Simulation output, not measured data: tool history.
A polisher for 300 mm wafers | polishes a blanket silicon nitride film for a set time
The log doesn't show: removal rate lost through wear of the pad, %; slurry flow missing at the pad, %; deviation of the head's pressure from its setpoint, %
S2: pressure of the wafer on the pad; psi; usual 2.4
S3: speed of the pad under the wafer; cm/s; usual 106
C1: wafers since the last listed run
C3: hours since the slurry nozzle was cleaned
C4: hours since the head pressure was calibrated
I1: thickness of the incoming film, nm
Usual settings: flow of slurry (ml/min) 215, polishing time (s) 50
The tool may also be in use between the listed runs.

Run 1, day 0.000: usual settings; C1 0; wafers polished on this pad 795; C3 247.9; C4 254.9; I1 372.8. Result: film removed (nm) 69.1.
Run 2, day 1.079: usual settings; C1 301; wafers polished on this pad 1096; C3 273.8; C4 280.8; I1 362.8. Result: film removed (nm) 68.7.
Run 3, day 2.408: usual settings; C1 371; wafers polished on this pad 1468; C3 305.7; C4 312.7; I1 374.8. Result: film removed (nm) 66.8.
Run 4, day 3.612: usual settings but S2 2.6 psi; C1 336; wafers polished on this pad 1805; C3 334.6; C4 341.6; I1 361.3. Result: film removed (nm) 72.8.
Run 5, day 5.929: usual settings but S2 2.6 psi; C1 648; wafers polished on this pad 2453; C3 390.2; C4 397.2; I1 363.9. Result: film removed (nm) 70.1.
At day 6.150: worn pad replaced by a new one.
Run 6, day 7.192: usual settings but flow of slurry (ml/min) 180; C1 306; wafers polished on this pad 291; C3 420.5; C4 427.5; I1 366.4. Result: film removed (nm) 70.7.
Run 7, day 9.642: usual settings; C1 685; wafers polished on this pad 976; C3 479.3; C4 486.3; I1 368.8. Result: film removed (nm) 67.7.
Run 8, day 11.158: usual settings; C1 424; wafers polished on this pad 1401; C3 515.7; C4 522.7; I1 371.6. Result: film removed (nm) 66.8.
Run 9, day 12.738: usual settings; C1 441; wafers polished on this pad 1842; C3 553.6; C4 560.6; I1 365.3. Result: film removed (nm) 66.4.
Run 10, day 14.012: usual settings; C1 356; wafers polished on this pad 2199; C3 584.2; C4 591.2; I1 374.0. Result: film removed (nm) 64.6.
At day 16.092: worn pad replaced by a new one.
Run 11, day 16.133: usual settings but flow of slurry (ml/min) 265, S2 1.8 psi; C1 546; wafers polished on this pad 11; C3 635.1; C4 642.1; I1 370.5. Result: film removed (nm) 54.6.
Run 12, day 17.904: usual settings but flow of slurry (ml/min) 265, S2 1.8 psi; C1 495; wafers polished on this pad 506; C3 677.6; C4 684.6; I1 368.0. Result: film removed (nm) 53.7.
At day 24.838: worn pad replaced by a new one.
At day 25.150: slurry nozzle cleaned.
Run 13, day 25.333: usual settings but flow of slurry (ml/min) 265, S3 90 cm/s, polishing time (s) 55; C1 2019; wafers polished on this pad 126; C3 4.4; C4 862.9; I1 375.3. Result: film removed (nm) 70.1.
Run 14, day 26.746: usual settings but flow of slurry (ml/min) 195, S3 90 cm/s; C1 395; wafers polished on this pad 521; C3 38.3; C4 896.8; I1 363.1. Result: film removed (nm) 60.5.
Run 15, day 28.212: usual settings but flow of slurry (ml/min) 190, S2 1.7 psi, S3 70 cm/s, polishing time (s) 38; C1 410; wafers polished on this pad 932; C3 73.5; C4 932.0; I1 373.5. Result: film removed (nm) 27.0.
Run 16, day 30.992: usual settings; C1 777; wafers polished on this pad 1709; C3 140.2; C4 998.7; I1 370.9. Result: film removed (nm) 67.1.
Run 17, day 33.950: usual settings but S2 2.8 psi; C1 827; wafers polished on this pad 2536; C3 211.2; C4 1069.7; I1 367.3. Result: film removed (nm) 76.1.
At day 35.438: worn pad replaced by a new one.
At day 35.988: head pressure recalibrated.
Run 18, day 36.808: usual settings but flow of slurry (ml/min) 170, S3 72 cm/s; C1 729; wafers polished on this pad 359; C3 279.8; C4 19.7; I1 368.1. Result: film removed (nm) 50.7.
Run 19, day 38.325: usual settings but S2 2.6 psi; C1 424; wafers polished on this pad 783; C3 316.2; C4 56.1; I1 376.9. Result: film removed (nm) 75.4.
Run 20, day 40.742: usual settings but flow of slurry (ml/min) 195, S3 88 cm/s; C1 675; wafers polished on this pad 1459; C3 374.2; C4 114.1; I1 374.3. Result: film removed (nm) 58.0.
Run 21, day 42.688: usual settings but flow of slurry (ml/min) 170, S2 2.7 psi, S3 140 cm/s, polishing time (s) 38; C1 544; wafers polished on this pad 2004; C3 420.9; C4 160.8; I1 367.1. Result: film removed (nm) 69.8.
Run 22, day 43.821: usual settings; C1 317; wafers polished on this pad 2321; C3 448.1; C4 188.0; I1 371.5. Result: film removed (nm) 66.0.
At day 44.412: worn pad replaced by a new one.
Run 23, day 46.121: usual settings but flow of slurry (ml/min) 265, S3 140 cm/s, polishing time (s) 43; C1 596; wafers polished on this pad 477; C3 503.3; C4 243.2; I1 375.8. Result: film removed (nm) 78.0.
Run 24, day 47.425: usual settings; C1 364; wafers polished on this pad 842; C3 534.6; C4 274.5; I1 374.2. Result: film removed (nm) 69.7.
Run 25, day 49.971: usual settings but flow of slurry (ml/min) 290, S3 84 cm/s, polishing time (s) 35; C1 712; wafers polished on this pad 1554; C3 595.7; C4 335.6; I1 366.4. Result: film removed (nm) 40.7.

Hidden state or all else? Some run-to-run changes of film removed (nm), split into what the settings, what came in and random variation would give without the hidden state, and what is left for the hidden state (with any gauge scatter that isn't in both results):
Run 10 -> 11: flow of slurry (ml/min) 215 -> 265, S2 2.4 -> 1.8, worn pad replaced by a new one. film removed (nm) -10.0: hidden state +6.8, all else -16.8.
Run 14 -> 15: flow of slurry (ml/min) 195 -> 190, S2 2.4 -> 1.7, S3 90 -> 70, polishing time (s) 50 -> 38. film removed (nm) -33.5: hidden state +0.6, all else -34.1.
Run 15 -> 16: flow of slurry (ml/min) 190 -> 215, S2 1.7 -> 2.4, S3 70 -> 106, polishing time (s) 38 -> 50. film removed (nm) +40.1: hidden state -4.1, all else +44.2.
Run 17 -> 18: flow of slurry (ml/min) 215 -> 170, S2 2.8 -> 2.4, S3 106 -> 72, worn pad replaced by a new one, head pressure recalibrated. film removed (nm) -25.4: hidden state +7.6, all else -33.0.

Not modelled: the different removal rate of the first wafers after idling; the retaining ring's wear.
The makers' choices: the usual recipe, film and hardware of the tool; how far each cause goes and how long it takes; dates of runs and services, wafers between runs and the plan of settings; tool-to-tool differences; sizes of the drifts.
